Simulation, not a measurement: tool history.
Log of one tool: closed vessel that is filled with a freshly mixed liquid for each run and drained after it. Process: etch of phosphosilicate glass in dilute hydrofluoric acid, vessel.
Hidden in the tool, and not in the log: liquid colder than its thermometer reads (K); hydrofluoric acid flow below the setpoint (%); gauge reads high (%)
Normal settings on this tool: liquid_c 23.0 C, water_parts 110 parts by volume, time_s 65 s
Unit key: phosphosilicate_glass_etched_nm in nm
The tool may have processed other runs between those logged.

run,hour,liquid_c,water_parts,time_s,wafers since the last listed run,hours since the thermometer was replaced,hours since the hydrofluoric acid flow meter was replaced,hours since the gauge calibration,"read-back film thickness of the phosphosilicate glass reference wafer, read on the same gauge (nm)",phosphosilicate_glass_etched_nm
1,0.0,23.0,110,65,0,138.7,664.6,2336.0,30.01,33.04
2,62.1,23.0,110,65,5291,200.8,726.7,2398.1,30.04,32.83
3,169.3,23.0,110,65,9134,308.0,833.9,2505.3,29.98,32.52
4,246.0,23.0,110,65,6535,384.7,910.6,2582.0,30.00,32.08
5,312.1,23.0,110,65,5632,450.8,976.7,2648.1,30.01,32.31
6,365.6,23.0,110,65,4558,504.3,1030.2,2701.6,30.01,31.54
7,479.0,23.0,110,65,9662,617.7,1143.6,2815.0,30.01,31.55
8,522.9,23.0,110,80,3740,661.6,1187.5,2858.9,29.97,38.33
9,606.5,23.0,110,80,7123,745.2,1271.1,2942.5,29.99,38.33
# hour 644.8: thermometer replaced
10,699.1,23.0,110,65,7804,54.3,1363.7,3035.1,30.01,32.97
11,804.5,23.0,110,65,8980,159.7,1469.1,3140.5,30.00,32.48
12,897.6,23.0,110,65,7932,252.8,1562.2,3233.6,30.03,32.10
13,949.6,20.0,90,80,4430,304.8,1614.2,3285.6,30.01,43.86
14,1041.8,26.0,150,35,7856,397.0,1706.4,3377.8,29.99,13.45
15,1139.8,27.0,70,90,8350,495.0,1804.4,3475.8,30.00,84.97
16,1228.5,23.0,110,105,7557,583.7,1893.1,3564.5,30.02,50.53
# hour 1276.3: gauge calibrated
# hour 1336.5: hydrofluoric acid flow meter replaced
17,1480.2,23.0,110,65,21361,835.4,143.7,203.9,29.99,31.78
18,1531.5,23.0,135,65,4371,886.7,195.0,255.2,30.01,24.90
# hour 1575.5: thermometer replaced
19,1589.2,18.0,60,65,4831,13.7,252.7,312.9,30.03,54.23
20,1694.6,20.0,65,50,8980,119.1,358.1,418.3,30.04,40.54
21,1753.7,23.0,110,65,5035,178.2,417.2,477.4,29.99,33.39
22,1811.9,23.0,110,65,4959,236.4,475.4,535.6,30.00,33.61
23,1859.6,28.0,130,30,4064,284.1,523.1,583.3,29.98,15.24
24,1922.0,23.0,65,45,5316,346.5,585.5,645.7,30.03,40.52
25,2004.6,18.5,55,100,7038,429.1,668.1,728.3,30.01,88.89
26,2076.3,24.5,145,85,6109,500.8,739.8,800.0,30.00,32.85
27,2150.0,26.0,150,35,6279,574.5,813.5,873.7,30.00,13.46
28,2215.4,28.0,110,65,5572,639.9,878.9,939.1,30.00,38.98
29,2254.5,26.5,140,100,3331,679.0,918.0,978.2,30.01,42.32
# hour 2424.7: thermometer replaced
30,2469.6,23.0,110,90,18242,44.9,1133.1,1193.3,30.00,45.78
31,2548.3,25.0,140,40,6705,123.6,1211.8,1272.0,30.01,16.63

Run by run, hidden condition taken away, random variation retained:
run,phosphosilicate_glass_etched_nm
1,34.28
2,34.26
3,34.30
4,34.09
5,34.55
6,33.92
7,34.31
8,41.86
9,42.22
10,34.46
11,34.32
12,34.23
13,46.99
14,14.54
15,92.62
16,55.67
17,34.02
18,26.77
19,54.68
20,41.31
21,34.22
22,34.64
23,15.77
24,42.22
25,93.50
26,34.73
27,14.32
28,41.72
29,45.49
30,47.75
31,17.48

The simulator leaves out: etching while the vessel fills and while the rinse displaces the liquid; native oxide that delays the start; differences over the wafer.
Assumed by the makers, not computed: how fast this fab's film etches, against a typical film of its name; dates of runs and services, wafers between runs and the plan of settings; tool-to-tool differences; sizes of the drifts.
